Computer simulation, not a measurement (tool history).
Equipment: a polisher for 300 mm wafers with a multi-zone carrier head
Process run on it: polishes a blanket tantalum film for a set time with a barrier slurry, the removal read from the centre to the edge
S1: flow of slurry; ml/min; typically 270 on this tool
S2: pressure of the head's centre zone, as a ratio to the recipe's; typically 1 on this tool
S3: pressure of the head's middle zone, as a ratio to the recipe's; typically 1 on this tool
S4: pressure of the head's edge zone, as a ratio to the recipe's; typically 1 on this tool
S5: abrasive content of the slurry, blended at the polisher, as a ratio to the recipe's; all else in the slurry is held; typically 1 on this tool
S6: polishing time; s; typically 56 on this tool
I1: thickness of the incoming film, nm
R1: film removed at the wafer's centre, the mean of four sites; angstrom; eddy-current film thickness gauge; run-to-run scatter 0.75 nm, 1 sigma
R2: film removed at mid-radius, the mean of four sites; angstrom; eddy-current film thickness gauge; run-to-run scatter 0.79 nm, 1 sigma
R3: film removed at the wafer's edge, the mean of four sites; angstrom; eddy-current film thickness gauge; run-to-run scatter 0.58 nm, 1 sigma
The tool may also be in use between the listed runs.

{"run": 1, "hour": 0.0, "S1": 270, "S2": 1, "S3": 1, "S4": 1, "S5": 1.2, "S6": 56, "I1": 222.8, "R1": 607, "R2": 626, "R3": 628}
{"run": 2, "hour": 49.5, "S1": 270, "S2": 1, "S3": 1, "S4": 1, "S5": 1, "S6": 56, "I1": 223.4, "R1": 562, "R2": 579, "R3": 576}
{"hour": 57.5, "done": "worn pad replaced by a new one"}
{"run": 3, "hour": 93.7, "S1": 270, "S2": 1, "S3": 1, "S4": 1, "S5": 1, "S6": 56, "I1": 217.3, "R1": 635, "R2": 651, "R3": 636}
{"hour": 127.0, "done": "edge zone pressure recalibrated"}
{"run": 4, "hour": 128.3, "S1": 270, "S2": 0.94, "S3": 1, "S4": 0.95, "S5": 1, "S6": 56, "I1": 217.4, "R1": 580, "R2": 647, "R3": 618}
{"run": 5, "hour": 173.5, "S1": 270, "S2": 0.91, "S3": 1.06, "S4": 1, "S5": 1, "S6": 56, "I1": 219.1, "R1": 569, "R2": 667, "R3": 635}
{"hour": 217.9, "done": "slurry nozzle cleaned"}
{"run": 6, "hour": 222.5, "S1": 270, "S2": 1, "S3": 1, "S4": 1, "S5": 1, "S6": 56, "I1": 222.7, "R1": 609, "R2": 632, "R3": 633}
{"run": 7, "hour": 276.4, "S1": 270, "S2": 1, "S3": 1, "S4": 1, "S5": 0.8, "S6": 56, "I1": 223.7, "R1": 546, "R2": 575, "R3": 567}
{"run": 8, "hour": 318.4, "S1": 270, "S2": 1, "S3": 1, "S4": 0.96, "S5": 1, "S6": 56, "I1": 220.3, "R1": 600, "R2": 619, "R3": 601}
{"run": 9, "hour": 405.1, "S1": 240, "S2": 1, "S3": 1, "S4": 0.89, "S5": 0.9, "S6": 69, "I1": 221.5, "R1": 683, "R2": 696, "R3": 657}
{"hour": 418.1, "done": "worn pad replaced by a new one"}
{"run": 10, "hour": 469.8, "S1": 185, "S2": 0.9, "S3": 1.1, "S4": 1, "S5": 1, "S6": 47, "I1": 223.3, "R1": 468, "R2": 569, "R3": 536}
{"run": 11, "hour": 519.7, "S1": 270, "S2": 0.91, "S3": 1, "S4": 1, "S5": 0.75, "S6": 39, "I1": 222.7, "R1": 357, "R2": 395, "R3": 386}
{"run": 12, "hour": 564.4, "S1": 335, "S2": 1, "S3": 0.94, "S4": 0.95, "S5": 1, "S6": 69, "I1": 220.9, "R1": 792, "R2": 782, "R3": 773}
{"run": 13, "hour": 605.3, "S1": 270, "S2": 1.08, "S3": 1, "S4": 1, "S5": 1, "S6": 75, "I1": 223.6, "R1": 886, "R2": 848, "R3": 839}
{"run": 14, "hour": 659.6, "S1": 230, "S2": 1, "S3": 1, "S4": 1, "S5": 1, "S6": 42, "I1": 220.7, "R1": 445, "R2": 463, "R3": 453}
{"run": 15, "hour": 716.7, "S1": 270, "S2": 0.91, "S3": 1, "S4": 1, "S5": 1, "S6": 56, "I1": 217.7, "R1": 538, "R2": 617, "R3": 595}
{"run": 16, "hour": 766.8, "S1": 325, "S2": 1, "S3": 1.05, "S4": 1, "S5": 1, "S6": 44, "I1": 218.9, "R1": 459, "R2": 489, "R3": 469}
{"run": 17, "hour": 795.3, "S1": 270, "S2": 1, "S3": 1, "S4": 1, "S5": 1, "S6": 56, "I1": 216.3, "R1": 573, "R2": 592, "R3": 590}
{"hour": 842.2, "done": "worn pad replaced by a new one"}
{"run": 18, "hour": 849.1, "S1": 195, "S2": 1, "S3": 1, "S4": 1, "S5": 1, "S6": 61, "I1": 223.2, "R1": 667, "R2": 691, "R3": 697}
{"run": 19, "hour": 883.5, "S1": 270, "S2": 1, "S3": 1, "S4": 1, "S5": 1, "S6": 56, "I1": 219.1, "R1": 644, "R2": 651, "R3": 640}
{"run": 20, "hour": 925.2, "S1": 270, "S2": 1, "S3": 1, "S4": 1, "S5": 1, "S6": 56, "I1": 216.5, "R1": 637, "R2": 641, "R3": 639}
{"run": 21, "hour": 968.8, "S1": 190, "S2": 0.94, "S3": 1, "S4": 1, "S5": 1, "S6": 56, "I1": 219.7, "R1": 581, "R2": 630, "R3": 630}
{"run": 22, "hour": 1000.1, "S1": 270, "S2": 1, "S3": 1, "S4": 1, "S5": 1, "S6": 56, "I1": 222.7, "R1": 616, "R2": 636, "R3": 636}
{"hour": 1017.5, "done": "centre zone pressure recalibrated"}
{"run": 23, "hour": 1048.2, "S1": 270, "S2": 0.94, "S3": 1, "S4": 1.09, "S5": 1, "S6": 56, "I1": 221.6, "R1": 584, "R2": 646, "R3": 667}

Alternative continuations, all from the tool just after run 23; predict every row:
{"run": "A", "hour": 1048.6, "S1": 270, "S2": 1, "S3": 0.93, "S4": 1, "S5": 1, "S6": 56, "I1": 219.6, "R1": "?", "R2": "?", "R3": "?"}
{"run": "B", "hour": 1048.6, "S1": 270, "S2": 1.11, "S3": 1, "S4": 1, "S5": 1, "S6": 70, "I1": 219.6, "R1": "?", "R2": "?", "R3": "?"}
{"run": "C", "hour": 1048.6, "S1": 350, "S2": 0.92, "S3": 1, "S4": 1, "S5": 1.25, "S6": 56, "I1": 219.6, "R1": "?", "R2": "?", "R3": "?"}

run=A R1=615 R2=609 R3=634
run=B R1=854 R2=792 R3=792
run=C R1=618 R2=692 R3=689
Had the tool no hidden state, the same runs would have come out as:
run=A R1=638 R2=632 R3=659
run=B R1=887 R2=822 R3=823
run=C R1=642 R2=719 R3=716
